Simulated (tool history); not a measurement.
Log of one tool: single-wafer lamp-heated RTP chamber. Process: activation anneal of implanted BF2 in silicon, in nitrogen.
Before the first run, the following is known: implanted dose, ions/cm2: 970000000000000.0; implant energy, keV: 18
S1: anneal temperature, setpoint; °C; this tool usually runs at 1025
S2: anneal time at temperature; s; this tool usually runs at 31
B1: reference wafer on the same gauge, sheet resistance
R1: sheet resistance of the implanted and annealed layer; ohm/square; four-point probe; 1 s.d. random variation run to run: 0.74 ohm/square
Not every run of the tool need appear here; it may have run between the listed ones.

| run | hour | S1 | S2 | B1 | R1 |
|---|---|---|---|---|---|
| 1 | 0 | 1025 | 31 | 152.85 | 161.37 |
| 2 | 41 | 1025 | 31 | 153.04 | 160.32 |
| 3 | 66 | 1025 | 31 | 152.8 | 161.1 |
| 4 | 117.8 | 1025 | 31 | 153.11 | 161.78 |
| 5 | 151 | 1025 | 31 | 153.07 | 160.64 |
| 6 | 203.2 | 1008 | 31 | 153.16 | 173.3 |
| 7 | 237 | 1008 | 31 | 153.06 | 173.05 |
|  | 271.6 | pyrometer window cleaned and pyrometer calibrated |
| 8 | 272.1 | 1025 | 31 | 153.03 | 160.48 |
|  | 296.2 | reflector plate cleaned |
| 9 | 398.6 | 1025 | 31 | 153.15 | 161.89 |
| 10 | 431.8 | 1041 | 31 | 153.15 | 151.87 |
| 11 | 484.1 | 1008 | 20 | 152.9 | 187.49 |
|  | 526 | gauge calibrated |
| 12 | 546 | 1042 | 47 | 153.02 | 144.24 |
|  | 567.5 | pyrometer window cleaned and pyrometer calibrated |
| 13 | 597.5 | 1025 | 31 | 152.97 | 160.28 |
| 14 | 652.5 | 1047 | 47 | 152.97 | 138.58 |
| 15 | 677 | 1040 | 20 | 152.95 | 160.06 |
|  | 730.4 | reflector plate cleaned |
| 16 | 730.9 | 1025 | 31 | 153.02 | 164.96 |

Subtracting, for every run, the result it would have given without the tool's unlogged condition from the measured result gives the following. The same run-to-run variation enters both numbers; the gauge's scatter may not:
Hidden state present: true wafer temperature minus pyrometer reading, K; wafer temperature error from the tarnished reflector plate, K; gauge reads high (%).
| run | R1 |
|---|---|
| 1 | -4.09 |
| 2 | -4.54 |
| 3 | -4.79 |
| 4 | -5.17 |
| 5 | -5.31 |
| 6 | -9.52 |
| 7 | -9.67 |
| 8 | -5.66 |
| 9 | -3.62 |
| 10 | -3.44 |
| 11 | -8.9 |
| 12 | -4.18 |
| 13 | -5.5 |
| 14 | -4.65 |
| 15 | -6.2 |
| 16 | -0.77 |
